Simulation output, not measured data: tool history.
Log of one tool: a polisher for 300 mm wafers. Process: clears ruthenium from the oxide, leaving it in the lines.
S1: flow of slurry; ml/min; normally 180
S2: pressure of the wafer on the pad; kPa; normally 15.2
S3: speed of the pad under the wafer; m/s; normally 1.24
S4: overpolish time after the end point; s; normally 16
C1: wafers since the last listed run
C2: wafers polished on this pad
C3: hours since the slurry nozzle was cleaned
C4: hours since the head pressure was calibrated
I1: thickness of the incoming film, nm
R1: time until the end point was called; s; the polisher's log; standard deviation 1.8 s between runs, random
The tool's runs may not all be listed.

Run 1, hour 0.0: usual settings; C1 0; C2 538; C3 696.7; C4 1363.5; I1 154.7. Result: R1 111.0 s.
Run 2, hour 40.3: usual settings; C1 181; C2 719; C3 737.0; C4 1403.8; I1 155.9. Result: R1 112.3 s.
Run 3, hour 90.4: usual settings; C1 225; C2 945; C3 787.1; C4 1453.9; I1 153.5. Result: R1 111.5 s.
At hour 112.2: head pressure recalibrated.
Run 4, hour 127.4: usual settings; C1 157; C2 1102; C3 824.1; C4 15.2; I1 155.6. Result: R1 113.0 s.
Run 5, hour 154.2: usual settings; C1 120; C2 1223; C3 850.9; C4 42.0; I1 152.0. Result: R1 110.2 s.
Run 6, hour 211.5: usual settings; C1 257; C2 1481; C3 908.2; C4 99.3; I1 154.1. Result: R1 113.4 s.
At hour 260.3: slurry nozzle cleaned.
Run 7, hour 277.6: usual settings but S3 1.44 m/s; C1 293; C2 1774; C3 17.3; C4 165.4; I1 154.7. Result: R1 101.0 s.
At hour 338.3: worn pad replaced by a new one.
Run 8, hour 340.2: usual settings; C1 263; C2 8; C3 79.9; C4 228.0; I1 155.5. Result: R1 120.2 s.
Run 9, hour 398.4: usual settings; C1 261; C2 270; C3 138.1; C4 286.2; I1 152.8. Result: R1 121.3 s.
Run 10, hour 429.1: usual settings; C1 138; C2 408; C3 168.8; C4 316.9; I1 156.3. Result: R1 124.0 s.
Run 11, hour 465.7: usual settings; C1 164; C2 573; C3 205.4; C4 353.5; I1 156.6. Result: R1 126.9 s.
Run 12, hour 502.0: usual settings; C1 163; C2 736; C3 241.7; C4 389.8; I1 156.1. Result: R1 123.4 s.
Run 13, hour 571.2: usual settings but S1 165 ml/min; C1 311; C2 1048; C3 310.9; C4 459.0; I1 157.4. Result: R1 131.5 s.
Run 14, hour 636.2: usual settings but S2 17.9 kPa; C1 292; C2 1340; C3 375.9; C4 524.0; I1 155.6. Result: R1 109.4 s.
Run 15, hour 690.1: usual settings but S3 1.12 m/s, S4 19 s; C1 242; C2 1583; C3 429.8; C4 577.9; I1 155.4. Result: R1 147.0 s.
Run 16, hour 761.4: usual settings but S2 11.7 kPa; C1 320; C2 1904; C3 501.1; C4 649.2; I1 157.6. Result: R1 171.0 s.
At hour 778.9: worn pad replaced by a new one.
At hour 799.0: slurry nozzle cleaned, repeated, since the last time left the tool worse.
Run 17, hour 828.2: usual settings; C1 278; C2 217; C3 29.2; C4 716.0; I1 156.3. Result: R1 109.0 s.
Run 18, hour 890.3: usual settings but S3 1.42 m/s; C1 279; C2 496; C3 91.3; C4 778.1; I1 155.3. Result: R1 96.8 s.
Run 19, hour 919.8: usual settings; C1 132; C2 629; C3 120.8; C4 807.6; I1 155.4. Result: R1 107.9 s.
Run 20, hour 974.2: usual settings but S2 20.0 kPa; C1 244; C2 874; C3 175.2; C4 862.0; I1 153.3. Result: R1 83.0 s.
Run 21, hour 998.4: usual settings but S3 0.90 m/s, S4 9 s; C1 108; C2 983; C3 199.4; C4 886.2; I1 154.2. Result: R1 153.0 s.
Run 22, hour 1043.1: usual settings but S1 135 ml/min, S2 13.1 kPa, S3 1.10 m/s, S4 9 s; C1 201; C2 1184; C3 244.1; C4 930.9; I1 153.7. Result: R1 153.5 s.
Run 23, hour 1098.6: usual settings but S3 1.54 m/s, S4 25 s; C1 249; C2 1434; C3 299.6; C4 986.4; I1 156.0. Result: R1 91.3 s.
At hour 1153.5: worn pad replaced by a new one.
Run 24, hour 1164.8: usual settings but S1 230 ml/min, S2 17.9 kPa, S3 1.48 m/s, S4 19 s; C1 279; C2 50; C3 365.8; C4 1052.6; I1 152.6. Result: R1 75.1 s.
Run 25, hour 1191.4: usual settings; C1 119; C2 170; C3 392.4; C4 1079.2; I1 153.8. Result: R1 107.1 s.
Run 26, hour 1220.3: usual settings but S2 11.0 kPa, S4 12 s; C1 130; C2 300; C3 421.3; C4 1108.1; I1 158.4. Result: R1 155.0 s.
Run 27, hour 1264.8: usual settings; C1 200; C2 501; C3 465.8; C4 1152.6; I1 155.0. Result: R1 111.4 s.
Run 28, hour 1291.8: usual settings but S4 12 s; C1 121; C2 622; C3 492.8; C4 1179.6; I1 153.7. Result: R1 112.2 s.
Run 29, hour 1326.7: usual settings but S4 7 s; C1 157; C2 779; C3 527.7; C4 1214.5; I1 154.7. Result: R1 111.1 s.
At hour 1343.3: head pressure recalibrated.
Run 30, hour 1378.4: usual settings; C1 223; C2 1003; C3 579.4; C4 35.1; I1 154.9. Result: R1 111.6 s.

Predict the results of run 31:
Run 31, hour 1402.5: usual settings but S1 150 ml/min, S2 20.7 kPa, S3 0.84 m/s; C1 108; C2 1111; C3 603.5; C4 59.2; I1 154.4. Result: R1 ?.

Run 31 came out at R1 121.8 s.
Were there no unlogged condition in the tool, this run, its random variation unchanged, would have produced R1 117.0 s.
